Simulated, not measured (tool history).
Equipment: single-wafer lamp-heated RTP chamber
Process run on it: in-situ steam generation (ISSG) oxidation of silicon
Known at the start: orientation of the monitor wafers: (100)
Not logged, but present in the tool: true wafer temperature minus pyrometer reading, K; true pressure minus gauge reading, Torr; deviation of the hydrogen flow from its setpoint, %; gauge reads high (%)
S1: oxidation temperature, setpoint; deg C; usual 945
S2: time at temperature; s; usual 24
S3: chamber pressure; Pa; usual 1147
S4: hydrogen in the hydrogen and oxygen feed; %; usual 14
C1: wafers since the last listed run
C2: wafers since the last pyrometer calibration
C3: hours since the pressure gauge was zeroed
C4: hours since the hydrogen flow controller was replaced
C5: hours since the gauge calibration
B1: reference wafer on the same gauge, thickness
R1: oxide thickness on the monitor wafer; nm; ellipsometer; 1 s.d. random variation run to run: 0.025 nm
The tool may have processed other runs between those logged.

Run 1, hour 0.0: usual settings but S3 1027 Pa; C1 0; C2 2730; C3 2148.5; C4 4313.9; C5 581.8; B1 4.868. Result: R1 4.519 nm.
At hour 42.4: pyrometer window cleaned and pyrometer calibrated.
Run 2, hour 74.6: usual settings; C1 461; C2 223; C3 2223.1; C4 4388.5; C5 656.4; B1 4.870. Result: R1 4.430 nm.
Run 3, hour 174.6: usual settings but S1 932 deg C; C1 692; C2 915; C3 2323.1; C4 4488.5; C5 756.4; B1 4.869. Result: R1 4.276 nm.
Run 4, hour 264.3: usual settings; C1 621; C2 1536; C3 2412.8; C4 4578.2; C5 846.1; B1 4.869. Result: R1 4.511 nm.
Run 5, hour 555.4: usual settings; C1 2016; C2 3552; C3 2703.9; C4 4869.3; C5 1137.2; B1 4.874. Result: R1 4.615 nm.
At hour 571.7: pyrometer window cleaned and pyrometer calibrated.
Run 6, hour 658.5: usual settings; C1 658; C2 600; C3 2807.0; C4 4972.4; C5 1240.3; B1 4.872. Result: R1 4.411 nm.
Run 7, hour 729.6: usual settings; C1 492; C2 1093; C3 2878.1; C4 5043.5; C5 1311.4; B1 4.874. Result: R1 4.469 nm.
Run 8, hour 775.6: usual settings; C1 318; C2 1411; C3 2924.1; C4 5089.5; C5 1357.4; B1 4.876. Result: R1 4.466 nm.
At hour 797.4: gauge calibrated.
At hour 820.0: hydrogen flow controller replaced.
Run 9, hour 820.5: usual settings; C1 255; C2 1667; C3 2969.0; C4 0.5; C5 23.1; B1 4.871. Result: R1 4.463 nm.
Run 10, hour 890.3: usual settings; C1 483; C2 2150; C3 3038.8; C4 70.3; C5 92.9; B1 4.870. Result: R1 4.522 nm.
Run 11, hour 991.0: usual settings; C1 697; C2 2848; C3 3139.5; C4 171.0; C5 193.6; B1 4.872. Result: R1 4.553 nm.
Run 12, hour 1028.4: usual settings; C1 259; C2 3107; C3 3176.9; C4 208.4; C5 231.0; B1 4.873. Result: R1 4.562 nm.
Run 13, hour 1065.1: usual settings but S1 960 deg C; C1 254; C2 3361; C3 3213.6; C4 245.1; C5 267.7; B1 4.869. Result: R1 4.800 nm.
At hour 1103.2: pyrometer window cleaned and pyrometer calibrated.
Run 14, hour 1105.4: usual settings; C1 223; C2 15; C3 3253.9; C4 285.4; C5 308.0; B1 4.872. Result: R1 4.410 nm.
Run 15, hour 1154.8: usual settings; C1 342; C2 357; C3 3303.3; C4 334.8; C5 357.4; B1 4.874. Result: R1 4.430 nm.
Run 16, hour 1235.7: usual settings but S2 30 s, S3 1200 Pa, S4 24 %; C1 560; C2 917; C3 3384.2; C4 415.7; C5 438.3; B1 4.869. Result: R1 5.481 nm.
Run 17, hour 1290.1: usual settings but S1 934 deg C; C1 376; C2 1294; C3 3438.6; C4 470.1; C5 492.7; B1 4.872. Result: R1 4.318 nm.
Run 18, hour 1374.9: usual settings; C1 587; C2 1881; C3 3523.4; C4 554.9; C5 577.5; B1 4.863. Result: R1 4.488 nm.
Run 19, hour 1421.1: usual settings but S1 936 deg C, S2 16 s, S4 23 %; C1 319; C2 2201; C3 3569.6; C4 601.1; C5 623.7; B1 4.871. Result: R1 4.173 nm.
Run 20, hour 1498.0: usual settings but S1 936 deg C, S3 1267 Pa, S4 11 %; C1 532; C2 2734; C3 3646.5; C4 678.0; C5 700.6; B1 4.875. Result: R1 4.201 nm.
At hour 1506.2: pressure gauge zeroed.
At hour 1528.9: pyrometer window cleaned and pyrometer calibrated.
Run 21, hour 1598.4: usual settings but S3 973 Pa; C1 584; C2 481; C3 92.2; C4 778.4; C5 801.0; B1 4.871. Result: R1 4.455 nm.
Run 22, hour 1644.7: usual settings; C1 320; C2 801; C3 138.5; C4 824.7; C5 847.3; B1 4.866. Result: R1 4.505 nm.
Run 23, hour 1731.3: usual settings but S2 21 s; C1 599; C2 1401; C3 225.1; C4 911.3; C5 933.9; B1 4.870. Result: R1 4.262 nm.
Run 24, hour 1806.4: usual settings but S1 926 deg C, S4 11 %; C1 520; C2 1921; C3 300.2; C4 986.4; C5 1009.0; B1 4.871. Result: R1 4.080 nm.
Run 25, hour 1900.9: usual settings; C1 654; C2 2576; C3 394.7; C4 1080.9; C5 1103.5; B1 4.873. Result: R1 4.527 nm.
At hour 1942.5: pyrometer window cleaned and pyrometer calibrated.
Run 26, hour 2080.7: usual settings but S3 1307 Pa; C1 1189; C2 956; C3 574.5; C4 1260.7; C5 1283.3; B1 4.870. Result: R1 4.429 nm.
At hour 2092.0: gauge calibrated.
Run 27, hour 2147.9: usual settings but S1 929 deg C, S4 11 %; C1 465; C2 1422; C3 641.7; C4 1327.9; C5 55.9; B1 4.874. Result: R1 4.101 nm.
Run 28, hour 2245.4: usual settings but S2 15 s; C1 675; C2 2097; C3 739.2; C4 1425.4; C5 153.4; B1 4.869. Result: R1 3.729 nm.
Run 29, hour 2348.2: usual settings; C1 711; C2 2809; C3 842.0; C4 1528.2; C5 256.2; B1 4.861. Result: R1 4.573 nm.

Forecast each of these 5 alternatives for the next run:
Run A, hour 2348.6: usual settings but S1 957 deg C; C1 2; C2 2812; C3 842.4; C4 1528.6; C5 256.6; B1 ?. Result: R1 ?.
Run B, hour 2348.6: usual settings but S1 959 deg C, S2 20 s, S3 1293 Pa; C1 2; C2 2812; C3 842.4; C4 1528.6; C5 256.6; B1 ?. Result: R1 ?.
Run C, hour 2348.6: usual settings but S3 1280 Pa, S4 11 %; C1 2; C2 2812; C3 842.4; C4 1528.6; C5 256.6; B1 ?. Result: R1 ?.
Run D, hour 2348.6: usual settings but S4 22 %; C1 2; C2 2812; C3 842.4; C4 1528.6; C5 256.6; B1 ?. Result: R1 ?.
Run E, hour 2348.6: usual settings but S1 965 deg C, S4 17 %; C1 2; C2 2812; C3 842.4; C4 1528.6; C5 256.6; B1 ?. Result: R1 ?.

run     B1     R1
  A  4.866  4.818
  B  4.866  4.424
  C  4.866  4.376
  D  4.866  5.094
  E  4.866  5.163
With the hidden condition removed and each run's random variation left untouched, the same runs would have given:
run     R1
  A  4.654
  B  4.280
  C  4.237
  D  4.929
  E  4.977

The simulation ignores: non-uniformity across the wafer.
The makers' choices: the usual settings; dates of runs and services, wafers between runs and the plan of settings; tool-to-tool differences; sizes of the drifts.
